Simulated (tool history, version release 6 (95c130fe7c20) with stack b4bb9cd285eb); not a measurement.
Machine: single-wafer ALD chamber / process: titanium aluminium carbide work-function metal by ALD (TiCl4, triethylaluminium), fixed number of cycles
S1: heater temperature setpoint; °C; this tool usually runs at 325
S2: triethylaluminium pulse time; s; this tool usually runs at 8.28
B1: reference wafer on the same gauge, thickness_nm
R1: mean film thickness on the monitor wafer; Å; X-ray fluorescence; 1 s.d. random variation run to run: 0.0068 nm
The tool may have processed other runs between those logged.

Run 1, hour 0: usual settings; B1 2.329. Result: R1 21.7 Å.
Run 2, hour 71.3: usual settings; B1 2.331. Result: R1 21.74 Å.
Run 3, hour 124.8: usual settings; B1 2.33. Result: R1 21.72 Å.
Run 4, hour 163.6: usual settings; B1 2.33. Result: R1 21.66 Å.
Run 5, hour 269.3: usual settings; B1 2.327. Result: R1 21.51 Å.
Run 6, hour 315.4: usual settings; B1 2.331. Result: R1 21.67 Å.
Run 7, hour 411: usual settings but S1 316 °C; B1 2.331. Result: R1 20.51 Å.
Run 8, hour 475.1: usual settings but S1 335 °C; B1 2.33. Result: R1 22.32 Å.
Run 9, hour 546.9: usual settings but S1 335 °C; B1 2.332. Result: R1 22.26 Å.
Run 10, hour 600.6: usual settings but S1 335 °C; B1 2.33. Result: R1 22.31 Å.
Run 11, hour 690.1: usual settings but S1 321 °C; B1 2.328. Result: R1 20.83 Å.
Run 12, hour 763.4: usual settings but S1 321 °C; B1 2.33. Result: R1 20.67 Å.
Run 13, hour 855: usual settings; B1 2.33. Result: R1 21.13 Å.
At hour 881.6: triethylaluminium bottle replaced.
At hour 920: gauge calibrated.
Run 14, hour 956.2: usual settings but S1 336 °C, S2 9.09 s; B1 2.329. Result: R1 23.22 Å.
Run 15, hour 1002: usual settings but S1 336 °C, S2 9.09 s; B1 2.328. Result: R1 23.02 Å.
Run 16, hour 1119.5: usual settings but S1 336 °C, S2 9.09 s; B1 2.329. Result: R1 23.13 Å.
At hour 1177.4: showerhead replaced.
Run 17, hour 1177.9: usual settings; B1 2.331. Result: R1 21.73 Å.
At hour 1241.8: thermocouple changed; heater temperature recalibrated.
Run 18, hour 1420.5: usual settings but S2 10.47 s; B1 2.33. Result: R1 22.85 Å.
Run 19, hour 1628.7: usual settings but S1 336 °C, S2 5.5 s; B1 2.329. Result: R1 21.49 Å.
Run 20, hour 1833.3: usual settings; B1 2.33. Result: R1 21.86 Å.
Run 21, hour 1873.7: usual settings; B1 2.328. Result: R1 21.84 Å.
Run 22, hour 1970.5: usual settings; B1 2.33. Result: R1 21.64 Å.
Run 23, hour 2068.9: usual settings but S2 11.47 s; B1 2.33. Result: R1 22.65 Å.
Run 24, hour 2128.8: usual settings but S1 317 °C, S2 6.93 s; B1 2.331. Result: R1 20.17 Å.
Run 25, hour 2196.8: usual settings but S1 314 °C, S2 6.6 s; B1 2.331. Result: R1 19.67 Å.
Run 26, hour 2332.5: usual settings but S1 312 °C, S2 10.74 s; B1 2.333. Result: R1 21.04 Å.
At hour 2399.2: triethylaluminium bottle replaced.
Run 27, hour 2401.1: usual settings; B1 2.333. Result: R1 22.13 Å.
Run 28, hour 2462.4: usual settings but S1 329 °C, S2 11.57 s; B1 2.328. Result: R1 23.38 Å.
Run 29, hour 2541.5: usual settings but S1 312 °C, S2 10.74 s; B1 2.33. Result: R1 21.44 Å.
At hour 2608.7: gauge calibrated.
Run 30, hour 2648: usual settings but S1 329 °C, S2 6.81 s; B1 2.329. Result: R1 21.72 Å.
Run 31, hour 2725.7: usual settings but S1 329 °C, S2 11.57 s; B1 2.329. Result: R1 23.16 Å.
Run 32, hour 2813.2: usual settings but S1 329 °C, S2 6.81 s; B1 2.33. Result: R1 21.68 Å.
Run 33, hour 2898.2: usual settings but S2 11.41 s; B1 2.33. Result: R1 22.63 Å.
Run 34, hour 3005.6: usual settings but S1 316 °C, S2 7.29 s; B1 2.331. Result: R1 20.53 Å.

Selected run-to-run steps in R1, each split into two signed amounts: the part the tool would show with no hidden state at all (from settings, incoming material and random variation), and the remainder, which goes to the hidden state together with any gauge scatter not common to the measured and the hidden-state-free results:
The tool's hidden condition here consists of: wafer temperature above the value expected at the setpoint (K); triethylaluminium dose above that of a fresh bottle (%); gauge reads high (%).
Run 13 -> 14: S1 325 -> 336, S2 8.28 -> 9.09, triethylaluminium bottle replaced, gauge calibrated. R1 +2.09 Å: hidden state +0.66, all else +1.43.
Run 17 -> 18: S2 8.28 -> 10.47, thermocouple changed; heater temperature recalibrated. R1 +1.12 Å: hidden state +0.55, all else +0.57.
Run 23 -> 24: S1 325 -> 317, S2 11.47 -> 6.93. R1 -2.48 Å: hidden state -0.37, all else -2.11.
Run 26 -> 27: S1 312 -> 325, S2 10.74 -> 8.28, triethylaluminium bottle replaced. R1 +1.09 Å: hidden state +0.46, all else +0.63.
Run 33 -> 34: S1 325 -> 316, S2 11.41 -> 7.29. R1 -2.1 Å: hidden state -0.15, all else -1.95.
